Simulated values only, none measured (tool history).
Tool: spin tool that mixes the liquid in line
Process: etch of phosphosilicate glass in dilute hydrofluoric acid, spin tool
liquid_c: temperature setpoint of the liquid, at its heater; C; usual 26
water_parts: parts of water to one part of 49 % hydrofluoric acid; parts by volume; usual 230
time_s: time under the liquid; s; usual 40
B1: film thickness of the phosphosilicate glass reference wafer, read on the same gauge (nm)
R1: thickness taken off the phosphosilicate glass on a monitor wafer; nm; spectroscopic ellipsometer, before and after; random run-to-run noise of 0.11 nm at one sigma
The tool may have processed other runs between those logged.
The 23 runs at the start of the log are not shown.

Run 24, hour 1134.3: usual settings but liquid_c 28 C; B1 40. Result: R1 15.46 nm.
Run 25, hour 1168.8: usual settings; B1 40.04. Result: R1 14.42 nm.
Run 26, hour 1220.7: usual settings but liquid_c 29 C, water_parts 270 parts by volume; B1 39.98. Result: R1 13.24 nm.
Run 27, hour 1260: usual settings but liquid_c 24.5 C, water_parts 175 parts by volume, time_s 50 s; B1 39.98. Result: R1 24.06 nm.
Run 28, hour 1330.8: usual settings but water_parts 195 parts by volume, time_s 55 s; B1 40.02. Result: R1 24.61 nm.
At hour 1372.8: thermometer replaced.
Run 29, hour 1374.7: usual settings but liquid_c 24 C; B1 40. Result: R1 13.72 nm.
Run 30, hour 1411.8: usual settings but liquid_c 28.5 C, time_s 65 s; B1 40.02. Result: R1 26.27 nm.
Run 31, hour 1481.1: usual settings but water_parts 280 parts by volume; B1 40.01. Result: R1 11.56 nm.

Each row is a separate what-if for the run after 31, all from the same tool condition, not one after another. Results?
Run A, hour 1481.5: usual settings; B1 ?. Result: R1 ?.
Run B, hour 1481.5: usual settings but liquid_c 29.5 C, water_parts 265 parts by volume; B1 ?. Result: R1 ?.
Run C, hour 1481.5: usual settings but water_parts 310 parts by volume, time_s 50 s; B1 ?. Result: R1 ?.
Run D, hour 1481.5: usual settings but time_s 25 s; B1 ?. Result: R1 ?.
Run E, hour 1481.5: usual settings but liquid_c 21 C, water_parts 335 parts by volume, time_s 15 s; B1 ?. Result: R1 ?.

run     B1     R1
  A  40.01  14.96
  B  40.01  14.13
  C  40.01  12.82
  D  40.01   9.35
  E  40.01   2.92
Had the tool no hidden state, the same runs would have come out as:
run     R1
  A  13.64
  B  12.84
  C  11.64
  D   8.52
  E   2.65

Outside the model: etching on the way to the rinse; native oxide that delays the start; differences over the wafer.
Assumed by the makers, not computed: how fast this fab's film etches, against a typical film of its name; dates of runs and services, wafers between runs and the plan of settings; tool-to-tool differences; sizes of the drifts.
